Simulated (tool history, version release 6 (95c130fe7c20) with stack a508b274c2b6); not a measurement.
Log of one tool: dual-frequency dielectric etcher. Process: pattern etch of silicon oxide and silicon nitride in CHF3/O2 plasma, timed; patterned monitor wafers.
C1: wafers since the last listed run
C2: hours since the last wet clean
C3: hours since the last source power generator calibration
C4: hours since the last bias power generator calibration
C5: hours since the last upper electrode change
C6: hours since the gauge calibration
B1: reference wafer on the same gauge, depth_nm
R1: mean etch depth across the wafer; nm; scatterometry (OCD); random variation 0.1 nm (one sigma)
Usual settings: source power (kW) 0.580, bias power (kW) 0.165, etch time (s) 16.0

{"run": 1, "hour": 0.0, "source power (kW)": 0.58, "bias power (kW)": 0.165, "etch time (s)": 14.0, "C1": 0, "C2": 455.6, "C3": 3902.2, "C4": 2532.7, "C5": 3649.2, "C6": 249.7, "B1": 25.64, "R1": 20.14}
{"run": 2, "hour": 14.1, "source power (kW)": 0.53, "bias power (kW)": 0.165, "etch time (s)": 16.0, "C1": 341, "C2": 469.7, "C3": 3916.3, "C4": 2546.8, "C5": 3663.3, "C6": 263.8, "B1": 25.63, "R1": 22.75}
{"run": 3, "hour": 30.3, "source power (kW)": 0.53, "bias power (kW)": 0.165, "etch time (s)": 16.0, "C1": 392, "C2": 485.9, "C3": 3932.5, "C4": 2563.0, "C5": 3679.5, "C6": 280.0, "B1": 25.61, "R1": 22.78}
{"run": 4, "hour": 39.4, "source power (kW)": 0.53, "bias power (kW)": 0.165, "etch time (s)": 16.0, "C1": 220, "C2": 495.0, "C3": 3941.6, "C4": 2572.1, "C5": 3688.6, "C6": 289.1, "B1": 25.57, "R1": 22.83}
{"hour": 45.8, "done": "gauge calibrated"}
{"run": 5, "hour": 48.4, "source power (kW)": 0.58, "bias power (kW)": 0.165, "etch time (s)": 16.0, "C1": 218, "C2": 504.0, "C3": 3950.6, "C4": 2581.1, "C5": 3697.6, "C6": 2.6, "B1": 25.66, "R1": 23.31}
{"run": 6, "hour": 61.9, "source power (kW)": 0.58, "bias power (kW)": 0.165, "etch time (s)": 16.0, "C1": 327, "C2": 517.5, "C3": 3964.1, "C4": 2594.6, "C5": 3711.1, "C6": 16.1, "B1": 25.59, "R1": 23.03}
{"run": 7, "hour": 76.2, "source power (kW)": 0.58, "bias power (kW)": 0.175, "etch time (s)": 16.0, "C1": 346, "C2": 531.8, "C3": 3978.4, "C4": 2608.9, "C5": 3725.4, "C6": 30.4, "B1": 25.64, "R1": 23.43}
{"run": 8, "hour": 86.7, "source power (kW)": 0.58, "bias power (kW)": 0.175, "etch time (s)": 16.0, "C1": 254, "C2": 542.3, "C3": 3988.9, "C4": 2619.4, "C5": 3735.9, "C6": 40.9, "B1": 25.65, "R1": 23.46}
{"hour": 117.9, "done": "wet clean of the chamber"}
{"run": 9, "hour": 118.4, "source power (kW)": 0.58, "bias power (kW)": 0.175, "etch time (s)": 16.0, "C1": 186, "C2": 0.5, "C3": 4020.6, "C4": 2651.1, "C5": 3767.6, "C6": 72.6, "B1": 25.58, "R1": 23.6}
{"run": 10, "hour": 118.7, "source power (kW)": 0.62, "bias power (kW)": 0.165, "etch time (s)": 16.0, "C1": 7, "C2": 0.8, "C3": 4020.9, "C4": 2651.4, "C5": 3767.9, "C6": 72.9, "B1": 25.64, "R1": 23.59}
{"run": 11, "hour": 119.0, "source power (kW)": 0.62, "bias power (kW)": 0.165, "etch time (s)": 16.0, "C1": 7, "C2": 1.1, "C3": 4021.2, "C4": 2651.7, "C5": 3768.2, "C6": 73.2, "B1": 25.64, "R1": 23.52}
{"hour": 150.2, "done": "upper electrode replaced"}
{"run": 12, "hour": 150.7, "source power (kW)": 0.58, "bias power (kW)": 0.165, "etch time (s)": 16.0, "C1": 186, "C2": 32.8, "C3": 4052.9, "C4": 2683.4, "C5": 0.5, "C6": 104.9, "B1": 25.57, "R1": 23.12}
{"run": 13, "hour": 151.0, "source power (kW)": 0.58, "bias power (kW)": 0.165, "etch time (s)": 20.5, "C1": 7, "C2": 33.1, "C3": 4053.2, "C4": 2683.7, "C5": 0.8, "C6": 105.2, "B1": 25.6, "R1": 29.67}
{"run": 14, "hour": 159.8, "source power (kW)": 0.49, "bias power (kW)": 0.187, "etch time (s)": 18.5, "C1": 213, "C2": 41.9, "C3": 4062.0, "C4": 2692.5, "C5": 9.6, "C6": 114.0, "B1": 25.6, "R1": 26.63}
{"run": 15, "hour": 169.7, "source power (kW)": 0.46, "bias power (kW)": 0.184, "etch time (s)": 12.5, "C1": 239, "C2": 51.8, "C3": 4071.9, "C4": 2702.4, "C5": 19.5, "C6": 123.9, "B1": 25.6, "R1": 17.47}
{"run": 16, "hour": 176.9, "source power (kW)": 0.58, "bias power (kW)": 0.165, "etch time (s)": 16.0, "C1": 174, "C2": 59.0, "C3": 4079.1, "C4": 2709.6, "C5": 26.7, "C6": 131.1, "B1": 25.62, "R1": 23.09}
{"run": 17, "hour": 184.9, "source power (kW)": 0.47, "bias power (kW)": 0.199, "etch time (s)": 19.0, "C1": 193, "C2": 67.0, "C3": 4087.1, "C4": 2717.6, "C5": 34.7, "C6": 139.1, "B1": 25.59, "R1": 27.41}
{"run": 18, "hour": 192.9, "source power (kW)": 0.51, "bias power (kW)": 0.179, "etch time (s)": 17.5, "C1": 193, "C2": 75.0, "C3": 4095.1, "C4": 2725.6, "C5": 42.7, "C6": 147.1, "B1": 25.55, "R1": 25.13}
{"run": 19, "hour": 206.9, "source power (kW)": 0.58, "bias power (kW)": 0.165, "etch time (s)": 14.0, "C1": 339, "C2": 89.0, "C3": 4109.1, "C4": 2739.6, "C5": 56.7, "C6": 161.1, "B1": 25.61, "R1": 20.45}
{"run": 20, "hour": 219.4, "source power (kW)": 0.49, "bias power (kW)": 0.187, "etch time (s)": 18.5, "C1": 302, "C2": 101.5, "C3": 4121.6, "C4": 2752.1, "C5": 69.2, "C6": 173.6, "B1": 25.65, "R1": 26.58}
{"run": 21, "hour": 259.1, "source power (kW)": 0.58, "bias power (kW)": 0.165, "etch time (s)": 16.0, "C1": 962, "C2": 141.2, "C3": 4161.3, "C4": 2791.8, "C5": 108.9, "C6": 213.3, "B1": 25.57, "R1": 23.16}
{"hour": 264.3, "done": "source power generator calibrated"}
{"run": 22, "hour": 265.8, "source power (kW)": 0.71, "bias power (kW)": 0.14, "etch time (s)": 12.5, "C1": 65, "C2": 147.9, "C3": 1.5, "C4": 2798.5, "C5": 115.6, "C6": 220.0, "B1": 25.58, "R1": 18.4}
{"hour": 274.7, "done": "bias power generator calibrated"}
{"run": 23, "hour": 282.6, "source power (kW)": 0.63, "bias power (kW)": 0.165, "etch time (s)": 16.0, "C1": 310, "C2": 164.7, "C3": 18.3, "C4": 7.9, "C5": 132.4, "C6": 236.8, "B1": 25.61, "R1": 23.54}
{"hour": 289.4, "done": "gauge calibrated"}
{"run": 24, "hour": 291.2, "source power (kW)": 0.58, "bias power (kW)": 0.2, "etch time (s)": 16.0, "C1": 208, "C2": 173.3, "C3": 26.9, "C4": 16.5, "C5": 141.0, "C6": 1.8, "B1": 25.59, "R1": 24.4}
{"run": 25, "hour": 308.8, "source power (kW)": 0.58, "bias power (kW)": 0.165, "etch time (s)": 16.0, "C1": 426, "C2": 190.9, "C3": 44.5, "C4": 34.1, "C5": 158.6, "C6": 19.4, "B1": 25.6, "R1": 23.12}
{"run": 26, "hour": 322.7, "source power (kW)": 0.58, "bias power (kW)": 0.165, "etch time (s)": 16.0, "C1": 336, "C2": 204.8, "C3": 58.4, "C4": 48.0, "C5": 172.5, "C6": 33.3, "B1": 25.64, "R1": 23.25}
{"run": 27, "hour": 339.1, "source power (kW)": 0.52, "bias power (kW)": 0.194, "etch time (s)": 11.0, "C1": 397, "C2": 221.2, "C3": 74.8, "C4": 64.4, "C5": 188.9, "C6": 49.7, "B1": 25.63, "R1": 16.13}
{"run": 28, "hour": 346.1, "source power (kW)": 0.58, "bias power (kW)": 0.165, "etch time (s)": 12.0, "C1": 169, "C2": 228.2, "C3": 81.8, "C4": 71.4, "C5": 195.9, "C6": 56.7, "B1": 25.61, "R1": 17.24}
{"run": 29, "hour": 355.6, "source power (kW)": 0.58, "bias power (kW)": 0.165, "etch time (s)": 16.0, "C1": 230, "C2": 237.7, "C3": 91.3, "C4": 80.9, "C5": 205.4, "C6": 66.2, "B1": 25.63, "R1": 23.26}
{"run": 30, "hour": 370.4, "source power (kW)": 0.5, "bias power (kW)": 0.165, "etch time (s)": 16.0, "C1": 358, "C2": 252.5, "C3": 106.1, "C4": 95.7, "C5": 220.2, "C6": 81.0, "B1": 25.64, "R1": 22.43}
{"run": 31, "hour": 387.9, "source power (kW)": 0.7, "bias power (kW)": 0.185, "etch time (s)": 19.0, "C1": 424, "C2": 270.0, "C3": 123.6, "C4": 113.2, "C5": 237.7, "C6": 98.5, "B1": 25.62, "R1": 29.6}

3 ways to go on from here, each from the tool as it stands after run 31. What would each give?
{"run": "A", "hour": 388.3, "source power (kW)": 0.58, "bias power (kW)": 0.165, "etch time (s)": 16.0, "C1": 9, "C2": 270.4, "C3": 124.0, "C4": 113.6, "C5": 238.1, "C6": 98.9, "B1": "?", "R1": "?"}
{"run": "B", "hour": 388.3, "source power (kW)": 0.58, "bias power (kW)": 0.165, "etch time (s)": 18.5, "C1": 9, "C2": 270.4, "C3": 124.0, "C4": 113.6, "C5": 238.1, "C6": 98.9, "B1": "?", "R1": "?"}
{"run": "C", "hour": 388.3, "source power (kW)": 0.62, "bias power (kW)": 0.154, "etch time (s)": 11.5, "C1": 9, "C2": 270.4, "C3": 124.0, "C4": 113.6, "C5": 238.1, "C6": 98.9, "B1": "?", "R1": "?"}

run=A B1=25.60 R1=23.09
run=B B1=25.60 R1=26.70
run=C B1=25.60 R1=16.58
Without the tool's hidden state the same runs would have given:
run=A R1=23.09
run=B R1=26.70
run=C R1=16.58
